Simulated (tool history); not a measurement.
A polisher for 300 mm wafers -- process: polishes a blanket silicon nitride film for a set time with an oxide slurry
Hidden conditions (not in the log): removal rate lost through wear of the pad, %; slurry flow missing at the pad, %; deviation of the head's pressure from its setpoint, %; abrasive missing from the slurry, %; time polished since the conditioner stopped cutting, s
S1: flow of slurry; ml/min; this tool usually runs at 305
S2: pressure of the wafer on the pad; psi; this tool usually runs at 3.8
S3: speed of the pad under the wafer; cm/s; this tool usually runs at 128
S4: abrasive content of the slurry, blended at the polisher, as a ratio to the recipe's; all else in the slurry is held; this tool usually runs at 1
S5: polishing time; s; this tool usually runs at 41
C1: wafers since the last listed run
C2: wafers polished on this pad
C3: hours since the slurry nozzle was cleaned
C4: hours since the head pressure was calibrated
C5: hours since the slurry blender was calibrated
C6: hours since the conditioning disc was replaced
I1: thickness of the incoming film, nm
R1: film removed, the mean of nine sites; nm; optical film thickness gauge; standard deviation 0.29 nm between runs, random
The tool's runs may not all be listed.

run,hour,S1,S2,S3,S4,S5,C1,C2,C3,C4,C5,C6,I1,R1
1,0,305,3.8,128,1,41,0,822,426,833.8,21.6,278.8,461.4,37.9
2,12.8,305,3.8,128,1,41,138,961,438.8,846.6,34.4,291.6,473.4,36.9
# hour 18.1: worn pad replaced by a new one
3,25.2,305,3.8,128,1.15,41,90,77,451.2,859,46.8,304,476.9,39.9
4,39.8,305,3.8,128,1.15,41,157,235,465.8,873.6,61.4,318.6,470,39.8
5,51.5,305,3.8,128,1,41,126,361,477.5,885.3,73.1,330.3,476.1,36.5
6,96,305,3.8,128,1,41,481,842,522,929.8,117.6,374.8,463.1,37.2
# hour 101.3: worn pad replaced by a new one
# hour 104.3: conditioning disc replaced and pad reconditioned
7,104.8,305,3.8,128,1,41,30,16,530.8,938.6,126.4,0.5,472.2,36.8
# hour 108.6: slurry blender recalibrated
8,109.7,305,3.8,128,1,41,31,47,535.7,943.5,1.1,5.4,474.5,38.3
# hour 117.8: slurry nozzle cleaned
9,122.4,305,3.8,128,1,41,126,174,4.6,956.2,13.8,18.1,464.8,37
10,137.8,305,3.8,128,1,41,166,340,20,971.6,29.2,33.5,467.9,37.4
# hour 142.9: head pressure recalibrated
11,148.7,405,2.5,106,1,53,96,436,30.9,5.8,40.1,44.4,467.1,32.8
12,158.2,305,5.1,106,1.2,36,102,539,40.4,15.3,49.6,53.9,470.8,39.1
13,171.5,240,3.4,86,0.75,41,143,683,53.7,28.6,62.9,67.2,470.9,22.3
14,177.8,305,3.8,128,1,41,68,751,60,34.9,69.2,73.5,470.5,36.8
15,194.1,305,3.8,128,1,41,176,927,76.3,51.2,85.5,89.8,470.4,36.7
16,202.9,375,4.8,128,1,30,95,1022,85.1,60,94.3,98.6,465.1,32.4
# hour 209: worn pad replaced by a new one
17,217.8,305,3.8,128,1.3,41,117,94,100,74.9,109.2,113.5,467.4,41.1
# hour 248.3: slurry blender recalibrated
18,270.8,305,3.8,154,1,41,551,646,153,127.9,22.5,166.5,467.4,42.7
19,277.7,305,3.8,128,1,41,74,720,159.9,134.8,29.4,173.4,477.7,36.8
20,295,240,3.8,128,1.2,41,187,907,177.2,152.1,46.7,190.7,473.1,39.6
# hour 300.6: worn pad replaced by a new one
21,304.6,305,3.8,142,1,41,60,43,186.8,161.7,56.3,200.3,473.2,39.6
22,315.6,215,3.8,112,0.9,41,118,162,197.8,172.7,67.3,211.3,469.5,31.5
23,330.8,305,2.7,128,1,41,164,326,213,187.9,82.5,226.5,468.9,29.4
24,337.3,305,3.8,128,1,28,70,396,219.5,194.4,89,233,469.3,25.2
25,344.8,305,3.8,128,1,41,81,477,227,201.9,96.5,240.5,473.1,36.5

Alternative continuations, all from the tool just after run 25; predict every row:
A,345.2,305,3.8,128,1,41,4,482,227.4,202.3,96.9,240.9,469,?
B,345.2,400,4.9,128,1,41,4,482,227.4,202.3,96.9,240.9,469,?
C,345.2,305,4.1,128,0.85,41,4,482,227.4,202.3,96.9,240.9,469,?
D,345.2,220,4.7,84,0.8,41,4,482,227.4,202.3,96.9,240.9,469,?
E,345.2,305,2.5,84,0.9,48,4,482,227.4,202.3,96.9,240.9,469,?

run,R1
A,36.8
B,45
C,35.5
D,28.5
E,23.7
Stripped of hidden state, with their random variation kept, the same runs would have yielded:
run,R1
A,38.3
B,46.8
C,37.1
D,29.8
E,24.7
